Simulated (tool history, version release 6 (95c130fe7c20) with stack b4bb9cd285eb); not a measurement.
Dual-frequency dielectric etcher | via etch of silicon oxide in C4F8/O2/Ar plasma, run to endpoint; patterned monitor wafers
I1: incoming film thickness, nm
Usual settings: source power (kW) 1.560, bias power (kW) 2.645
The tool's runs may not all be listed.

run 1 hour=0.0 | source_power_(kW)=1.560 bias_power_(kW)=2.645 | I1=900.9 | endpoint_time_(s)=186.8
run 2 hour=31.5 | source_power_(kW)=1.560 bias_power_(kW)=2.645 | I1=903.7 | endpoint_time_(s)=186.4
run 3 hour=63.7 | source_power_(kW)=1.560 bias_power_(kW)=2.645 | I1=891.1 | endpoint_time_(s)=184.3
run 4 hour=96.7 | source_power_(kW)=1.560 bias_power_(kW)=2.645 | I1=907.3 | endpoint_time_(s)=186.9
run 5 hour=129.2 | source_power_(kW)=1.560 bias_power_(kW)=2.645 | I1=900.7 | endpoint_time_(s)=186.2
-- hour=160.8 wet clean of the chamber
run 6 hour=161.3 | source_power_(kW)=1.560 bias_power_(kW)=2.645 | I1=901.3 | endpoint_time_(s)=186.6
run 7 hour=181.9 | source_power_(kW)=1.560 bias_power_(kW)=2.645 | I1=904.8 | endpoint_time_(s)=186.6
-- hour=208.2 upper electrode replaced
run 8 hour=208.7 | source_power_(kW)=1.560 bias_power_(kW)=2.645 | I1=904.1 | endpoint_time_(s)=187.2
run 9 hour=234.1 | source_power_(kW)=1.560 bias_power_(kW)=2.895 | I1=899.1 | endpoint_time_(s)=181.9
-- hour=248.7 source power generator calibrated
run 10 hour=256.7 | source_power_(kW)=1.560 bias_power_(kW)=2.645 | I1=903.1 | endpoint_time_(s)=187.4
run 11 hour=285.3 | source_power_(kW)=1.910 bias_power_(kW)=2.146 | I1=905.6 | endpoint_time_(s)=177.6
run 12 hour=300.3 | source_power_(kW)=1.560 bias_power_(kW)=2.645 | I1=895.6 | endpoint_time_(s)=185.4
-- hour=328.0 bias power generator calibrated
run 13 hour=331.4 | source_power_(kW)=1.760 bias_power_(kW)=2.000 | I1=896.3 | endpoint_time_(s)=186.2
run 14 hour=363.4 | source_power_(kW)=1.290 bias_power_(kW)=2.478 | I1=899.9 | endpoint_time_(s)=210.0
run 15 hour=380.3 | source_power_(kW)=1.940 bias_power_(kW)=2.098 | I1=903.4 | endpoint_time_(s)=175.6
run 16 hour=410.1 | source_power_(kW)=1.560 bias_power_(kW)=2.645 | I1=909.8 | endpoint_time_(s)=188.2

The next listed run, before its measurement:
run 17 hour=434.6 | source_power_(kW)=1.560 bias_power_(kW)=2.882 | I1=899.3 | endpoint_time_(s)=?

Run 17 gave endpoint time (s) 180.9.
Without the tool's hidden state the same run would have given endpoint time (s) 180.9.

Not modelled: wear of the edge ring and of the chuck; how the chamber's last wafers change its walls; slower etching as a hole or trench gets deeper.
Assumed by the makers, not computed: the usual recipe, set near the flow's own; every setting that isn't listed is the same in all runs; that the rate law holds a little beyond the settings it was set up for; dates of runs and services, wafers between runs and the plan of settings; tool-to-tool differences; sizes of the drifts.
